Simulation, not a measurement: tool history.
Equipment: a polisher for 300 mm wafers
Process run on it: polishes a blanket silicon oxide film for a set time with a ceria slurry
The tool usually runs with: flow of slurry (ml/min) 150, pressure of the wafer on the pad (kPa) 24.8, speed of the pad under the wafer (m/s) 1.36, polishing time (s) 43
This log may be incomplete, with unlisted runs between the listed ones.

run,day,flow of slurry (ml/min),pressure of the wafer on the pad (kPa),speed of the pad under the wafer (m/s),polishing time (s),wafers since the last listed run,wafers polished on this pad,hours since the slurry nozzle was cleaned,hours since the head pressure was calibrated,"incoming thickness of the incoming film, nm",film removed (Å)
1,0.000,150,24.8,1.36,43,0,175,393.9,217.3,1805.9,3130
2,1.279,150,24.8,1.36,43,333,509,424.6,248.0,1808.2,3003
# day 1.596: slurry nozzle cleaned
3,3.600,150,24.8,1.36,43,594,1103,48.1,303.7,1810.3,3004
4,6.371,150,24.8,1.36,43,722,1826,114.6,370.2,1815.7,2838
5,8.538,150,24.8,1.36,43,565,2392,166.6,422.2,1812.7,2832
6,11.188,150,24.8,1.36,43,691,3083,230.2,485.8,1831.1,2752
7,13.333,150,24.8,1.36,43,559,3643,281.7,537.3,1813.4,2816
8,14.625,150,24.8,1.70,43,336,3980,312.7,568.3,1802.7,3478
# day 16.646: slurry nozzle cleaned
9,17.608,150,24.8,1.36,43,767,4747,23.1,639.9,1782.8,2775
# day 17.854: worn pad replaced by a new one
10,20.217,150,24.8,1.36,43,637,616,85.7,702.5,1788.5,3008
# day 22.788: head pressure recalibrated
11,23.154,150,24.8,1.36,43,744,1361,156.2,8.8,1772.8,2897
12,24.183,150,24.8,1.36,43,268,1630,180.9,33.5,1798.3,2954
13,25.904,150,24.8,1.36,43,448,2079,222.2,74.8,1813.9,2871
14,28.379,150,24.8,1.36,43,645,2724,281.6,134.2,1785.9,2819
15,30.667,150,24.8,1.36,43,596,3321,336.5,189.1,1778.8,2875
# day 31.450: slurry nozzle cleaned
16,32.038,150,20.7,1.36,43,346,3668,14.1,222.0,1781.1,2352
# day 34.850: worn pad replaced by a new one
17,39.200,150,24.8,1.36,43,1825,1134,186.0,393.9,1813.3,2947
18,41.388,150,24.8,1.36,43,570,1705,238.5,446.4,1789.9,2947
19,43.008,150,24.8,1.00,38,422,2128,277.4,485.3,1803.3,1837
20,45.967,150,24.8,1.36,43,771,2900,348.4,556.3,1779.1,2836
# day 47.317: slurry nozzle cleaned
21,48.125,150,24.8,1.36,52,552,3452,19.4,608.1,1834.8,3402
# day 49.125: worn pad replaced by a new one
22,50.762,150,24.8,1.76,48,644,426,82.7,671.4,1780.2,4504
23,52.838,150,24.8,1.04,43,541,968,132.5,721.2,1805.5,2284
# day 53.021: head pressure recalibrated
24,54.404,125,22.1,1.36,58,386,1355,170.1,33.2,1791.8,3480
25,56.146,150,24.8,1.16,43,454,1809,211.9,75.0,1797.0,2459
26,57.542,150,24.8,1.36,43,364,2173,245.4,108.5,1788.1,2885
27,59.258,150,24.8,1.36,43,447,2621,286.6,149.7,1792.2,2828
28,60.375,150,24.8,1.36,43,291,2913,313.4,176.5,1785.9,2862
29,62.525,110,16.5,1.60,43,560,3473,365.0,228.1,1791.5,2092
# day 63.750: slurry nozzle cleaned
30,64.125,150,24.8,1.10,43,406,3880,9.0,266.5,1813.2,2264
# day 65.650: worn pad replaced by a new one
31,66.342,150,18.6,1.36,30,534,180,62.2,319.7,1800.5,1644
32,67.862,150,24.8,1.80,43,396,576,98.7,356.2,1814.3,4142
33,69.125,150,24.8,1.36,30,329,906,129.0,386.5,1792.4,2114
34,70.883,150,24.8,1.36,43,458,1365,171.2,428.7,1784.0,2931
35,73.283,200,24.8,1.36,43,626,1991,228.8,486.3,1795.0,3054
36,74.517,150,24.8,1.36,43,321,2313,258.4,515.9,1794.7,2850

Forecast each of these 5 alternatives for the next run:
A,74.533,150,24.8,1.36,43,4,2317,258.8,516.3,1810.7,?
B,74.533,150,24.8,0.96,49,4,2317,258.8,516.3,1810.7,?
C,74.533,195,30.3,1.36,43,4,2317,258.8,516.3,1810.7,?
D,74.533,150,24.8,1.36,56,4,2317,258.8,516.3,1810.7,?
E,74.533,120,20.0,1.52,43,4,2317,258.8,516.3,1810.7,?

run,film removed (Å)
A,2843
B,2287
C,3630
D,3703
E,2439
Stripped of hidden state, with their random variation kept, the same runs would have yielded:
run,film removed (Å)
A,3154
B,2537
C,4026
D,4107
E,2705

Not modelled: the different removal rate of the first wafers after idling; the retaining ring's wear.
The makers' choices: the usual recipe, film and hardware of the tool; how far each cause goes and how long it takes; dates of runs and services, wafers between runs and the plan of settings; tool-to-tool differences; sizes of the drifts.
